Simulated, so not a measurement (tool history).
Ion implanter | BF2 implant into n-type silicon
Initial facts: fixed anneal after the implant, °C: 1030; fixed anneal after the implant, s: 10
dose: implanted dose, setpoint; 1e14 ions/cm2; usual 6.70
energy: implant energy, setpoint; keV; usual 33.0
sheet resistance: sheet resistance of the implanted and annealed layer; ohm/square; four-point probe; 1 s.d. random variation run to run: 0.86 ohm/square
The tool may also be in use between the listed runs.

run	hour	dose	energy	read-back reference wafer on the same gauge, sheet resistance	sheet resistance
1	0.0	6.70	33.0	218.02	177.59
2	24.4	6.70	33.0	218.32	178.15
3	59.4	6.70	30.0	217.87	180.80
4	83.6	6.70	33.0	217.87	177.70
5	141.2	6.70	33.0	217.83	178.60
6	164.0	6.70	33.0	217.81	178.05
7	193.2	6.70	33.0	218.06	177.10
8	217.7	6.70	33.0	218.09	177.33
# hour 226.3: gauge calibrated
# hour 231.6: Faraday cup replaced and dose calibrated
9	246.9	6.70	33.0	218.13	181.30
10	275.1	6.70	33.0	218.03	180.61
11	294.7	6.70	33.0	217.89	180.24
12	317.7	6.70	40.0	217.98	175.24
# hour 332.2: extraction supply calibrated
13	334.4	6.70	38.0	217.84	174.72
14	347.7	6.70	38.0	218.18	175.59
15	374.1	6.70	43.5	218.03	172.76
16	400.7	6.11	23.0	218.17	207.87
17	412.9	7.34	33.0	218.17	168.91
18	433.6	5.12	33.0	217.93	222.51
19	466.5	4.97	44.5	218.05	217.55
20	497.6	7.53	38.5	217.94	159.63
21	514.3	4.71	33.0	217.98	237.23
22	537.4	5.76	40.0	218.32	193.43
23	551.2	5.05	44.0	218.03	216.73
24	641.8	5.75	42.5	218.11	194.32
25	656.5	6.70	33.0	218.04	179.59
26	684.3	8.00	33.0	217.68	157.97
27	716.8	6.70	33.0	218.31	178.29
28	804.9	6.70	22.0	217.93	197.51
29	845.2	6.09	44.0	218.14	182.46
30	872.4	6.08	26.0	217.89	199.22
31	900.1	6.70	33.0	218.02	177.95
32	929.2	6.70	33.0	218.09	178.53
33	954.3	6.70	33.0	217.72	177.82
34	976.7	8.58	44.0	218.06	138.53
35	1002.0	6.70	33.0	217.83	176.70
36	1018.6	7.22	33.0	218.05	168.25
37	1036.4	6.70	33.0	218.08	177.27
38	1056.9	8.22	23.5	218.00	171.49

Alternative continuations, all from the tool just after run 38; predict every row:
A	1057.3	6.70	33.0	?	?
B	1057.3	8.16	40.0	?	?
C	1057.3	5.12	23.0	?	?

run	read-back reference wafer on the same gauge, sheet resistance	sheet resistance
A	217.97	177.74
B	217.97	147.71
C	217.97	233.06
Stripped of hidden state, with their random variation kept, the same runs would have yielded:
run	sheet resistance
A	182.96
B	151.92
C	239.90
